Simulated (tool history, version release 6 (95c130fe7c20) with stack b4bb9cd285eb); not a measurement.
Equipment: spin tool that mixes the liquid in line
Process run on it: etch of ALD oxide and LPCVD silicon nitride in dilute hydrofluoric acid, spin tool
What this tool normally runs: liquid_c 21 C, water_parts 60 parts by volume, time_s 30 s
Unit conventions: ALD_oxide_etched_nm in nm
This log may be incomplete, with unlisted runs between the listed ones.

| run | hour | liquid_c | water_parts | time_s | wafers since the last listed run | hours since the thermometer was replaced | hours since the hydrofluoric acid flow meter was replaced | hours since the gauge calibration | read-back film thickness of the ALD oxide reference wafer, read on the same gauge (nm) | ALD_oxide_etched_nm |
|---|---|---|---|---|---|---|---|---|---|---|
| 1 | 0 | 21 | 60 | 30 | 0 | 909.6 | 1865.8 | 141.5 | 79.95 | 7.29 |
|  | 4.6 | gauge calibrated |
| 2 | 12.9 | 21 | 70 | 30 | 169 | 922.5 | 1878.7 | 8.3 | 79.98 | 6.16 |
| 3 | 28.4 | 21 | 70 | 30 | 203 | 938 | 1894.2 | 23.8 | 80 | 6.17 |
| 4 | 44.5 | 21 | 60 | 30 | 211 | 954.1 | 1910.3 | 39.9 | 80.04 | 7.28 |
| 5 | 58.4 | 21 | 60 | 30 | 182 | 968 | 1924.2 | 53.8 | 79.98 | 7.26 |
| 6 | 75.3 | 21 | 60 | 30 | 221 | 984.9 | 1941.1 | 70.7 | 79.93 | 7.26 |
|  | 76.6 | thermometer replaced |
| 7 | 83.1 | 21 | 60 | 30 | 89 | 6.5 | 1948.9 | 78.5 | 79.96 | 7.3 |
| 8 | 101 | 21 | 60 | 30 | 235 | 24.4 | 1966.8 | 96.4 | 79.99 | 7.22 |
| 9 | 117.4 | 21 | 60 | 30 | 215 | 40.8 | 1983.2 | 112.8 | 80.02 | 7.18 |
| 10 | 124.1 | 21 | 60 | 30 | 87 | 47.5 | 1989.9 | 119.5 | 79.99 | 7.22 |
| 11 | 132.5 | 24 | 60 | 30 | 110 | 55.9 | 1998.3 | 127.9 | 80.02 | 8.21 |
|  | 141 | hydrofluoric acid flow meter replaced |
|  | 141.2 | gauge calibrated |
| 12 | 146.5 | 23 | 80 | 40 | 170 | 69.9 | 5.5 | 5.3 | 80.01 | 8.63 |
| 13 | 155 | 21 | 60 | 30 | 111 | 78.4 | 14 | 13.8 | 79.96 | 8.1 |
| 14 | 164.9 | 21 | 50 | 45 | 129 | 88.3 | 23.9 | 23.7 | 80 | 14.84 |
| 15 | 175.4 | 24.5 | 60 | 30 | 137 | 98.8 | 34.4 | 34.2 | 80.02 | 9.42 |
| 16 | 182.3 | 21 | 75 | 30 | 90 | 105.7 | 41.3 | 41.1 | 79.95 | 6.34 |

Branching from run 16: 3 alternative next runs. What would each branch give?
| A | 182.7 | 21 | 60 | 30 | 5 | 106.1 | 41.7 | 41.5 | ? | ? |
| B | 182.7 | 18 | 60 | 30 | 5 | 106.1 | 41.7 | 41.5 | ? | ? |
| C | 182.7 | 21 | 40 | 40 | 5 | 106.1 | 41.7 | 41.5 | ? | ? |

| run | read-back film thickness of the ALD oxide reference wafer, read on the same gauge (nm) | ALD_oxide_etched_nm |
|---|---|---|
| A | 80.02 | 8.15 |
| B | 80.02 | 7.18 |
| C | 80.02 | 16.71 |
With no hidden state in the tool, these same runs would have given:
| run | ALD_oxide_etched_nm |
|---|---|
| A | 8.21 |
| B | 7.23 |
| C | 16.83 |
